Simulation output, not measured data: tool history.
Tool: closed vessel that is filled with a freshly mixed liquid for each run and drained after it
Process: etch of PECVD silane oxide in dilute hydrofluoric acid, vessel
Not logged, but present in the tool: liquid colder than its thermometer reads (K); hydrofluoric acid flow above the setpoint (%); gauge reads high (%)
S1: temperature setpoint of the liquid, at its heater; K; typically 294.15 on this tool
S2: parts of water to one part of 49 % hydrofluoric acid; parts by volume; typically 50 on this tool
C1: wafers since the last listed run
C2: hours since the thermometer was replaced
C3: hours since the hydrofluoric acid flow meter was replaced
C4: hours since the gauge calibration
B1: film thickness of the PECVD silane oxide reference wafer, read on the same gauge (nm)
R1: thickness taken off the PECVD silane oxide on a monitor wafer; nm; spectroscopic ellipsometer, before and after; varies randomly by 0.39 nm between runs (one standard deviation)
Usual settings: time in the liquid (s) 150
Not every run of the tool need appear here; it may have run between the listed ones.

Run 1, hour 0.0: usual settings; C1 0; C2 507.9; C3 1183.1; C4 495.4; B1 59.99. Result: R1 45.80 nm.
Run 2, hour 31.9: usual settings but time in the liquid (s) 180; C1 3215; C2 539.8; C3 1215.0; C4 527.3; B1 60.01. Result: R1 55.30 nm.
Run 3, hour 80.6: usual settings but time in the liquid (s) 180; C1 4909; C2 588.5; C3 1263.7; C4 576.0; B1 60.01. Result: R1 55.33 nm.
Run 4, hour 145.8: usual settings; C1 6572; C2 653.7; C3 1328.9; C4 641.2; B1 59.99. Result: R1 46.09 nm.
Run 5, hour 181.5: usual settings; C1 3598; C2 689.4; C3 1364.6; C4 676.9; B1 59.95. Result: R1 44.78 nm.
Run 6, hour 237.0: usual settings; C1 5594; C2 744.9; C3 1420.1; C4 732.4; B1 59.97. Result: R1 45.54 nm.
Run 7, hour 298.7: usual settings; C1 6219; C2 806.6; C3 1481.8; C4 794.1; B1 60.01. Result: R1 44.69 nm.
Run 8, hour 346.5: usual settings; C1 4818; C2 854.4; C3 1529.6; C4 841.9; B1 59.99. Result: R1 44.81 nm.
Run 9, hour 391.0: usual settings but S1 296.15 K; C1 4485; C2 898.9; C3 1574.1; C4 886.4; B1 60.00. Result: R1 48.80 nm.
At hour 407.0: hydrofluoric acid flow meter replaced.
Run 10, hour 440.9: usual settings but time in the liquid (s) 220; C1 4929; C2 948.8; C3 33.9; C4 936.3; B1 59.98. Result: R1 64.85 nm.
At hour 504.6: thermometer replaced.
Run 11, hour 506.5: usual settings but time in the liquid (s) 220; C1 6511; C2 1.9; C3 99.5; C4 1001.9; B1 60.01. Result: R1 70.85 nm.
Run 12, hour 539.7: usual settings but time in the liquid (s) 220; C1 3346; C2 35.1; C3 132.7; C4 1035.1; B1 60.00. Result: R1 70.30 nm.
Run 13, hour 589.8: usual settings but S2 65 parts by volume; C1 5050; C2 85.2; C3 182.8; C4 1085.2; B1 60.04. Result: R1 36.02 nm.
Run 14, hour 628.6: usual settings but time in the liquid (s) 115; C1 3911; C2 124.0; C3 221.6; C4 1124.0; B1 60.00. Result: R1 36.21 nm.
At hour 689.0: gauge calibrated.
Run 15, hour 752.8: usual settings but S1 296.65 K, S2 35 parts by volume, time in the liquid (s) 105; C1 12519; C2 248.2; C3 345.8; C4 63.8; B1 59.97. Result: R1 53.04 nm.
Run 16, hour 779.4: usual settings; C1 2681; C2 274.8; C3 372.4; C4 90.4; B1 60.02. Result: R1 47.01 nm.
Run 17, hour 813.5: usual settings but S1 291.15 K, S2 75 parts by volume, time in the liquid (s) 85; C1 3437; C2 308.9; C3 406.5; C4 124.5; B1 60.02. Result: R1 14.80 nm.
Run 18, hour 839.4: usual settings but S1 292.65 K, S2 60 parts by volume, time in the liquid (s) 220; C1 2610; C2 334.8; C3 432.4; C4 150.4; B1 59.97. Result: R1 53.46 nm.
Run 19, hour 904.7: usual settings but S1 296.15 K, S2 40 parts by volume, time in the liquid (s) 70; C1 6582; C2 400.1; C3 497.7; C4 215.7; B1 60.03. Result: R1 29.66 nm.
Run 20, hour 1012.3: usual settings but S1 295.65 K; C1 10846; C2 507.7; C3 605.3; C4 323.3; B1 59.96. Result: R1 49.11 nm.
Run 21, hour 1060.2: usual settings but S1 299.15 K, S2 60 parts by volume, time in the liquid (s) 125; C1 4828; C2 555.6; C3 653.2; C4 371.2; B1 59.98. Result: R1 38.26 nm.
Run 22, hour 1117.6: usual settings but S1 291.65 K, S2 45 parts by volume; C1 5786; C2 613.0; C3 710.6; C4 428.6; B1 59.97. Result: R1 45.89 nm.
Run 23, hour 1165.1: usual settings; C1 4788; C2 660.5; C3 758.1; C4 476.1; B1 60.00. Result: R1 45.87 nm.
Run 24, hour 1219.2: usual settings but S2 30 parts by volume, time in the liquid (s) 95; C1 5453; C2 714.6; C3 812.2; C4 530.2; B1 60.04. Result: R1 49.16 nm.
Run 25, hour 1255.0: usual settings but S1 290.15 K, S2 70 parts by volume; C1 3608; C2 750.4; C3 848.0; C4 566.0; B1 60.02. Result: R1 26.49 nm.
Run 26, hour 1312.5: usual settings but S1 298.15 K, S2 35 parts by volume, time in the liquid (s) 195; C1 5796; C2 807.9; C3 905.5; C4 623.5; B1 60.00. Result: R1 101.34 nm.

List, for all runs, the conditions of the tool that the log does not record:
hydrofluoric acid flow above the setpoint (%): 0, the same for each run
gauge reads high (%): 0, the same for each run
H1: liquid colder than its thermometer reads (K)
run     H1
  1   1.01
  2   1.06
  3   1.15
  4   1.26
  5   1.32
  6   1.42
  7   1.53
  8   1.61
  9   1.69
 10   1.77
 11  0.112
 12  0.169
 13  0.256
 14  0.324
 15   0.54
 16  0.586
 17  0.646
 18  0.691
 19  0.804
 20  0.992
 21   1.08
 22   1.17
 23   1.26
 24   1.35
 25   1.41
 26   1.51
